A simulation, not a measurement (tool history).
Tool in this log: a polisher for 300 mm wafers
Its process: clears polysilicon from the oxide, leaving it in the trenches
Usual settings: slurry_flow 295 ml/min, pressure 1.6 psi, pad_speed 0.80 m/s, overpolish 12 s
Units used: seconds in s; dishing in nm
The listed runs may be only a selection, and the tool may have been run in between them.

run   hour  slurry_flow  pressure  pad_speed  overpolish  incoming thickness of the incoming film, nm  seconds  dishing
  1    0.0          295       1.6       0.80          12                                        547.4    102.9     37.4
  2   25.8          295       2.0       0.80          17                                        538.5     83.5     42.7
  3   40.8          295       1.6       0.80          12                                        536.0    106.3     37.1
      48.9  -- worn pad replaced by a new one
  4   56.3          295       1.6       0.80          12                                        531.4     94.3     37.9
  5   91.1          295       1.6       0.80          12                                        547.6     98.3     38.7
  6  109.1          295       1.6       0.80          12                                        542.9     97.9     37.5
  7  144.1          295       1.6       0.80          12                                        534.2     97.8     37.9
     167.2  -- slurry nozzle cleaned
     168.4  -- worn pad replaced by a new one
  8  173.5          295       1.6       0.80          12                                        539.0     93.7     39.2
  9  199.8          320       1.6       0.80          12                                        544.4     98.0     38.0
 10  227.2          320       1.6       0.80          12                                        533.9     97.6     38.1
 11  246.3          295       1.6       0.80          12                                        536.9    102.9     38.0
 12  262.7          295       1.6       0.80          12                                        533.0     98.1     38.5
 13  281.1          295       1.6       0.80          12                                        540.4    100.6     37.0
 14  293.7          295       1.6       0.80          12                                        539.7    102.7     38.6
 15  311.9          295       1.2       0.80          12                                        538.8    140.2     31.3
     321.1  -- worn pad replaced by a new one
     329.3  -- head pressure recalibrated
 16  346.1          230       1.8       0.80           9                                        529.6     80.6     35.0
 17  359.9          295       1.6       1.06          12                                        541.3     73.3     42.6
     444.6  -- worn pad replaced by a new one
 18  457.7          295       1.6       0.80          12                                        537.7     92.6     38.5
 19  487.6          320       1.6       0.80          12                                        531.2     92.6     38.7
 20  514.9          295       1.4       0.80          10                                        540.6    110.3     34.2
     550.4  -- slurry nozzle cleaned
 21  550.9          295       1.1       0.80          12                                        540.8    149.3     30.8
     575.2  -- worn pad replaced by a new one
 22  576.9          355       1.6       0.80          12                                        541.8     89.6     38.9

Estimate the outcome of run 23 from the log above:
 23  611.8          295       1.6       0.80          12                                        537.8        ?        ?

seconds: 95.7 s
dishing: 38.5 nm
The same run, on a tool lacking any hidden state, would have yielded seconds 90.4 s, dishing 39.3 nm.

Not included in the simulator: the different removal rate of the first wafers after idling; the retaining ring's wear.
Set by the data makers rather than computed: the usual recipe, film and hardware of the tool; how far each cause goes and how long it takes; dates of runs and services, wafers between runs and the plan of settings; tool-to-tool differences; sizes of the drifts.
